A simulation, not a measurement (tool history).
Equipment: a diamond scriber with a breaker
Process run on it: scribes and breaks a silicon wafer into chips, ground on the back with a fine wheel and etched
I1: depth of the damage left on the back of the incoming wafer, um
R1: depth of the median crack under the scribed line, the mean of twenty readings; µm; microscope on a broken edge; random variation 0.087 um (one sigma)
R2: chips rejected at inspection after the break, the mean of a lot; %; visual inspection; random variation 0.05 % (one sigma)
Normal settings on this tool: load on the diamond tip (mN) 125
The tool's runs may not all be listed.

run 1 day=0.000 | load_on_the_diamond_tip_(mN)=103 | I1=0.48 | R1=8.29 R2=4.09
run 2 day=4.375 | load_on_the_diamond_tip_(mN)=103 | I1=0.67 | R1=8.42 R2=4.08
run 3 day=6.988 | load_on_the_diamond_tip_(mN)=151 | I1=0.46 | R1=11.05 R2=4.19
-- day=8.675 load on the tip recalibrated
run 4 day=10.454 | load_on_the_diamond_tip_(mN)=111 | I1=0.45 | R1=8.67 R2=2.32
run 5 day=14.271 | load_on_the_diamond_tip_(mN)=125 | I1=0.71 | R1=9.61 R2=1.27
run 6 day=18.738 | load_on_the_diamond_tip_(mN)=125 | I1=0.57 | R1=9.50 R2=1.35
-- day=20.858 diamond tip replaced by a new one
run 7 day=22.567 | load_on_the_diamond_tip_(mN)=154 | I1=0.61 | R1=10.81 R2=4.61
run 8 day=24.250 | load_on_the_diamond_tip_(mN)=154 | I1=0.75 | R1=11.12 R2=4.63
run 9 day=27.879 | load_on_the_diamond_tip_(mN)=115 | I1=0.68 | R1=9.09 R2=1.85
run 10 day=32.325 | load_on_the_diamond_tip_(mN)=115 | I1=0.68 | R1=9.19 R2=1.76
run 11 day=34.300 | load_on_the_diamond_tip_(mN)=95 | I1=0.73 | R1=7.93 R2=6.75
run 12 day=38.617 | load_on_the_diamond_tip_(mN)=125 | I1=0.72 | R1=9.61 R2=1.45
-- day=40.921 diamond tip replaced by a new one
run 13 day=42.808 | load_on_the_diamond_tip_(mN)=125 | I1=0.77 | R1=9.50 R2=1.33
run 14 day=45.133 | load_on_the_diamond_tip_(mN)=102 | I1=0.35 | R1=8.32 R2=4.41
run 15 day=47.333 | load_on_the_diamond_tip_(mN)=125 | I1=0.75 | R1=9.73 R2=1.35
-- day=57.338 load on the tip recalibrated
run 16 day=58.542 | load_on_the_diamond_tip_(mN)=125 | I1=0.43 | R1=9.53 R2=1.28
run 17 day=61.733 | load_on_the_diamond_tip_(mN)=104 | I1=0.64 | R1=8.36 R2=4.09
-- day=65.392 diamond tip replaced by a new one
run 18 day=65.450 | load_on_the_diamond_tip_(mN)=113 | I1=0.51 | R1=8.82 R2=1.99
run 19 day=67.792 | load_on_the_diamond_tip_(mN)=89 | I1=0.42 | R1=7.59 R2=9.75
run 20 day=70.996 | load_on_the_diamond_tip_(mN)=109 | I1=0.77 | R1=8.81 R2=2.71
run 21 day=74.867 | load_on_the_diamond_tip_(mN)=101 | I1=0.42 | R1=8.26 R2=4.75
-- day=87.492 diamond tip replaced by a new one
run 22 day=87.512 | load_on_the_diamond_tip_(mN)=96 | I1=0.78 | R1=7.96 R2=7.02
run 23 day=90.079 | load_on_the_diamond_tip_(mN)=140 | I1=0.59 | R1=10.56 R2=2.40
run 24 day=92.550 | load_on_the_diamond_tip_(mN)=107 | I1=0.33 | R1=8.64 R2=3.28
run 25 day=96.796 | load_on_the_diamond_tip_(mN)=104 | I1=0.49 | R1=8.38 R2=3.71
run 26 day=100.246 | load_on_the_diamond_tip_(mN)=162 | I1=0.47 | R1=11.59 R2=6.28
run 27 day=102.908 | load_on_the_diamond_tip_(mN)=146 | I1=0.71 | R1=10.63 R2=3.20
-- day=104.562 load on the tip recalibrated
run 28 day=104.771 | load_on_the_diamond_tip_(mN)=125 | I1=0.39 | R1=9.67 R2=1.26
run 29 day=108.162 | load_on_the_diamond_tip_(mN)=160 | I1=0.51 | R1=11.39 R2=6.06
-- day=109.688 diamond tip replaced by a new one
run 30 day=111.700 | load_on_the_diamond_tip_(mN)=94 | I1=0.54 | R1=7.89 R2=7.02
run 31 day=113.271 | load_on_the_diamond_tip_(mN)=125 | I1=0.32 | R1=9.59 R2=1.29
run 32 day=117.271 | load_on_the_diamond_tip_(mN)=114 | I1=0.58 | R1=9.03 R2=1.96

Forecast each of these 3 alternatives for the next run:
run A day=117.292 | load_on_the_diamond_tip_(mN)=92 | I1=0.50 | R1=? R2=?
run B day=117.292 | load_on_the_diamond_tip_(mN)=105 | I1=0.50 | R1=? R2=?
run C day=117.292 | load_on_the_diamond_tip_(mN)=110 | I1=0.50 | R1=? R2=?

run=A R1=7.88 R2=8.39
run=B R1=8.63 R2=3.66
run=C R1=8.91 R2=2.59
With the hidden condition removed and each run's random variation left untouched, the same runs would have given:
run=A R1=7.88 R2=8.39
run=B R1=8.63 R2=3.66
run=C R1=8.91 R2=2.59
